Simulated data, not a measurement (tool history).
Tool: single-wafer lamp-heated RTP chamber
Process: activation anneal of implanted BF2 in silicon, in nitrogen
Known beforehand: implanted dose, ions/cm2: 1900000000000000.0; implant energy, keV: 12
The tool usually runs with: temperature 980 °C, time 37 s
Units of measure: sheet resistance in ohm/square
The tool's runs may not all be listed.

run	hour	temperature	time	read-back reference wafer on the same gauge, sheet resistance	sheet resistance
1	0	980	37	286.3	241.31
2	23.6	980	37	285.44	243.31
3	40.1	980	37	285.84	240.75
4	74	980	37	286.13	243.9
5	106.1	980	37	286.43	240.18
6	127.5	980	25	285.88	263.77
7	141.3	980	37	285.46	243.33
8	154.5	999	19	286.6	231.27
9	190.4	955	37	285.87	312.63
10	208.8	980	37	286.39	242.02
11	218.6	968	16	286.35	316.35
12	243.9	960	57	286.23	275.93
13	284.2	980	37	285.83	242.05
14	319	953	43	286.14	312.53
15	349.3	1003	37	286.12	186.86

Not shown here: 4 entries made in the log between runs. Locate each between two listed runs and compare the hidden state at the listed run before it with the hidden state at the listed run after it:
In the gap between runs 4 and 5: gauge calibrated (hour 100.6)
  nothing in the hidden state changes from one run to the other
In the gap between runs 9 and 10: pyrometer window cleaned and pyrometer calibrated (hour 208.3)
  nothing in the hidden state changes from one run to the other
In the gap between runs 12 and 13: reflector plate cleaned (hour 272.5); gauge calibrated (hour 275.2)
  nothing in the hidden state changes from one run to the other
